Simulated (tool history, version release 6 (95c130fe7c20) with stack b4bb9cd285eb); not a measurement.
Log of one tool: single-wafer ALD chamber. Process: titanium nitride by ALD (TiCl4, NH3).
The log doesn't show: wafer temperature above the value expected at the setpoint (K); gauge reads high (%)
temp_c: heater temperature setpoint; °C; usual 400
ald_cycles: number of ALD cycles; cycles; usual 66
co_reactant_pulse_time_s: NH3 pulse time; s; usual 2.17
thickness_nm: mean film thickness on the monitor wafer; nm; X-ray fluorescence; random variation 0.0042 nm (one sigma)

run,hour,temp_c,ald_cycles,co_reactant_pulse_time_s,wafers since the last listed run,hours since the last thermocouple change,hours since the showerhead was replaced,hours since the gauge calibration,"read-back reference wafer on the same gauge, thickness_nm",thickness_nm
1,0,404,57,2.17,0,1825.8,4384,519.9,1.643,1.224
2,23.5,404,57,2.17,66,1849.3,4407.5,543.4,1.643,1.226
3,56.7,404,57,2.17,93,1882.5,4440.7,576.6,1.644,1.224
4,74.8,400,66,2.17,50,1900.6,4458.8,594.7,1.645,1.418
5,88,400,66,2.17,37,1913.8,4472,607.9,1.643,1.418
6,122.9,400,62,2.17,98,1948.7,4506.9,642.8,1.646,1.338
7,152.3,400,62,2.17,82,1978.1,4536.3,672.2,1.646,1.335
8,182,400,62,2.17,83,2007.8,4566,701.9,1.647,1.338
9,217.2,400,66,2.17,99,2043,4601.2,737.1,1.646,1.422
10,246.2,400,70,2.17,81,2072,4630.2,766.1,1.649,1.509
11,262.7,400,72,2.17,46,2088.5,4646.7,782.6,1.647,1.544
12,290.2,400,72,2.17,77,2116,4674.2,810.1,1.65,1.547
13,324.5,400,72,2.17,96,2150.3,4708.5,844.4,1.65,1.548
14,342.9,400,66,2.17,51,2168.7,4726.9,862.8,1.65,1.423
15,367.4,400,66,2.17,68,2193.2,4751.4,887.3,1.648,1.422
# hour 384.7: gauge calibrated
16,385.5,400,66,2.17,50,2211.3,4769.5,0.8,1.629,1.403
17,421.2,400,66,2.17,100,2247,4805.2,36.5,1.631,1.404
# hour 461.8: thermocouple changed; heater temperature recalibrated
18,462.3,400,66,2.61,93,0.5,4846.3,77.6,1.63,1.412
19,480,400,72,2.9,49,18.2,4864,95.3,1.631,1.549
20,497.9,404,57,2.17,50,36.1,4881.9,113.2,1.63,1.215
21,531.9,400,72,2.17,95,70.1,4915.9,147.2,1.632,1.529
22,551.8,404,75,2.17,56,90,4935.8,167.1,1.632,1.602
23,565.3,392,62,2.54,38,103.5,4949.3,180.6,1.631,1.321
24,598.4,400,55,2.62,93,136.6,4982.4,213.7,1.631,1.182
25,630,400,66,2.46,88,168.2,5014,245.3,1.633,1.417
26,652.3,400,59,2.5,62,190.5,5036.3,267.6,1.634,1.274
27,670.8,400,72,2.17,52,209,5054.8,286.1,1.635,1.539
28,687.4,409,66,2.7,46,225.6,5071.4,302.7,1.634,1.427
# hour 721: showerhead replaced
29,723.2,405,70,2.51,78,261.4,2.2,338.5,1.633,1.503
30,735.5,400,66,2.17,34,273.7,14.5,350.8,1.636,1.402
31,767.4,400,66,1.53,89,305.6,46.4,382.7,1.636,1.39
32,788.7,393,70,2.17,59,326.9,67.7,404,1.637,1.485
33,800.8,414,60,1.68,34,339,79.8,416.1,1.638,1.275
34,816.8,400,66,2.17,45,355,95.8,432.1,1.638,1.408
35,828.9,400,66,3.02,34,367.1,107.9,444.2,1.638,1.428
36,854.9,400,76,2.17,73,393.1,133.9,470.2,1.639,1.621
37,878.3,406,59,2.5,65,416.5,157.3,493.6,1.639,1.275
38,896.9,400,75,2.17,52,435.1,175.9,512.2,1.638,1.601
39,909.6,414,59,1.8,35,447.8,188.6,524.9,1.639,1.264
40,924.1,400,66,2.17,40,462.3,203.1,539.4,1.64,1.408
41,941,411,72,2.17,47,479.2,220,556.3,1.639,1.536

Forecast each of these 3 alternatives for the next run:
A,941.5,400,66,2.47,1,479.7,220.5,556.8,?,?
B,941.5,389,66,1.68,1,479.7,220.5,556.8,?,?
C,941.5,391,70,2.17,1,479.7,220.5,556.8,?,?

run,"read-back reference wafer on the same gauge, thickness_nm",thickness_nm
A,1.641,1.425
B,1.641,1.385
C,1.641,1.493
Without the tool's hidden state the same runs would have given:
run,thickness_nm
A,1.416
B,1.377
C,1.484
